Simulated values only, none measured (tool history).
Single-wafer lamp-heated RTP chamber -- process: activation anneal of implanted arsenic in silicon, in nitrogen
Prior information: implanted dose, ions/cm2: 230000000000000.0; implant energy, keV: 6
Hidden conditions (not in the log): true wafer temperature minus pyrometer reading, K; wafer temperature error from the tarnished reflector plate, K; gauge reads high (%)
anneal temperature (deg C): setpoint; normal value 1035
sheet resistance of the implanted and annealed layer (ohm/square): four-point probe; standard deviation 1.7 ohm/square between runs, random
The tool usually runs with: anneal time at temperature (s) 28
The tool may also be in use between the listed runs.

run,day,anneal temperature (deg C),anneal time at temperature (s),wafers since the last listed run,wafers since the last pyrometer calibration,wafers since the reflector plate was cleaned,hours since the gauge calibration,"read-back reference wafer on the same gauge, sheet resistance",sheet resistance of the implanted and annealed layer (ohm/square)
1,0,1021,28,0,460,5867,373.5,457.29,403.83
# day 0.275: gauge calibrated
2,1.125,1021,28,389,850,6257,20.4,456.46,399.19
3,2.625,1025,23,519,1369,6776,56.4,455.15,406.58
4,4.1,1025,23,510,1880,7287,91.8,455.71,406.38
5,5.512,1051,39,489,2369,7777,125.7,455.26,381.68
6,6.683,1045,22,405,2775,8182,153.8,456.52,397.6
7,7.3,1045,22,213,2989,8396,168.6,456.32,398.02
8,8.354,1035,23,365,3354,8761,193.9,456.63,399.22
# day 8.95: pyrometer window cleaned and pyrometer calibrated
9,9.842,1062,12,399,308,9161,229.6,456.24,403.95
# day 10.733: reflector plate cleaned
10,11.279,1035,28,382,690,188,264.1,456.37,398.22
11,11.958,1006,17,235,926,423,280.4,454.8,421.01
# day 12.483: gauge calibrated
12,13.321,1006,34,471,1397,895,20.1,456.39,410.91
13,13.829,1035,28,176,1574,1071,32.3,455.85,393.52
14,14.596,1012,44,265,1839,1337,50.7,455.71,400.27
15,15.438,1016,21,291,2131,1628,70.9,455.82,408.57
16,16.288,1005,28,294,2425,1923,91.3,455.93,413.68
17,17.621,1035,28,461,2887,2385,123.3,455.96,399.63

Predict each of these 5 candidate next runs independently; none follows another, all start after run 17:
A,17.638,1035,44,5,2893,2391,123.7,?,?
B,17.638,1026,28,5,2893,2391,123.7,?,?
C,17.638,1006,28,5,2893,2391,123.7,?,?
D,17.638,1018,20,5,2893,2391,123.7,?,?
E,17.638,1061,21,5,2893,2391,123.7,?,?

run,"read-back reference wafer on the same gauge, sheet resistance",sheet resistance of the implanted and annealed layer (ohm/square)
A,455.77,386.27
B,455.77,400.52
C,455.77,409.87
D,455.77,410.71
E,455.77,389.59
With no hidden state in the tool, these same runs would have given:
run,sheet resistance of the implanted and annealed layer (ohm/square)
A,386.27
B,400.52
C,409.87
D,410.71
E,389.59
